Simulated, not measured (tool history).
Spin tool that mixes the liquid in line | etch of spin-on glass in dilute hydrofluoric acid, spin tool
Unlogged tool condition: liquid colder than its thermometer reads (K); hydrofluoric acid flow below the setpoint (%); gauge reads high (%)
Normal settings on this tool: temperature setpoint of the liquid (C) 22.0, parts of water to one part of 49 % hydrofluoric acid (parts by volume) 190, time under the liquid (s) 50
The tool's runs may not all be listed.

run   hour  temperature setpoint of the liquid (C)  parts of water to one part of 49 % hydrofluoric acid (parts by volume)  time under the liquid (s)  wafers since the last listed run  hours since the thermometer was replaced  hours since the hydrofluoric acid flow meter was replaced  hours since the gauge calibration  read-back film thickness of the spin-on glass reference wafer, read on the same gauge (nm)  thickness taken off the spin-on glass on a monitor wafer (angstrom)
  1    0.0                                    22.0                                                                     265                         50                                 0                                     716.9                                                     1776.6                               85.1                                                                                       60.00                                                                 27.1
  2   12.8                                    22.0                                                                     190                         50                               173                                     729.7                                                     1789.4                               97.9                                                                                       60.00                                                                 40.5
  3   28.7                                    22.0                                                                     190                         50                               214                                     745.6                                                     1805.3                              113.8                                                                                       60.02                                                                 40.2
  4   36.9                                    22.0                                                                     190                         50                               110                                     753.8                                                     1813.5                              122.0                                                                                       60.00                                                                 40.4
  5   49.7                                    18.5                                                                     190                         50                               173                                     766.6                                                     1826.3                              134.8                                                                                       60.00                                                                 35.0
      55.3  -- thermometer replaced
  6   63.1                                    22.0                                                                     190                         40                               167                                       7.8                                                     1839.7                              148.2                                                                                       60.01                                                                 34.8
      64.9  -- hydrofluoric acid flow meter replaced
  7   77.4                                    22.0                                                                     190                         40                               179                                      22.1                                                       12.5                              162.5                                                                                       60.00                                                                 40.3
  8   88.9                                    22.0                                                                     190                         50                               155                                      33.6                                                       24.0                              174.0                                                                                       60.00                                                                 49.9
  9   95.8                                    22.0                                                                     190                         50                                93                                      40.5                                                       30.9                              180.9                                                                                       60.03                                                                 49.9
      96.9  -- gauge calibrated
 10  104.0                                    22.0                                                                     190                         75                               110                                      48.7                                                       39.1                                7.1                                                                                       60.01                                                                 74.8
 11  114.8                                    22.0                                                                     190                         35                               146                                      59.5                                                       49.9                               17.9                                                                                       60.01                                                                 34.6
 12  122.1                                    22.0                                                                     125                         80                                98                                      66.8                                                       57.2                               25.2                                                                                       60.02                                                                129.3
 13  132.6                                    22.0                                                                     120                         50                               141                                      77.3                                                       67.7                               35.7                                                                                       60.01                                                                 84.9
 14  146.5                                    22.0                                                                     105                         50                               187                                      91.2                                                       81.6                               49.6                                                                                       60.01                                                                 97.8
 15  152.6                                    22.0                                                                     155                         40                                82                                      97.3                                                       87.7                               55.7                                                                                       60.01                                                                 50.4
 16  159.5                                    25.0                                                                     190                         20                                93                                     104.2                                                       94.6                               62.6                                                                                       60.04                                                                 22.1
 17  170.3                                    22.0                                                                     190                         50                               146                                     115.0                                                      105.4                               73.4                                                                                       60.01                                                                 49.5

Selected run-to-run steps in thickness taken off the spin-on glass on a monitor wafer (angstrom), each split into two signed amounts: the part the tool would show with no hidden state at all (from settings, incoming material and random variation), and the remainder, which goes to the hidden state together with any gauge scatter not common to the measured and the hidden-state-free results:
Run 6 -> 7: hydrofluoric acid flow meter replaced. thickness taken off the spin-on glass on a monitor wafer (angstrom) +5.5: hidden state +5.0, all else +0.5.
Run 11 -> 12: parts of water to one part of 49 % hydrofluoric acid (parts by volume) 190 -> 125, time under the liquid (s) 35 -> 80. thickness taken off the spin-on glass on a monitor wafer (angstrom) +94.7: hidden state -3.1, all else +97.8.
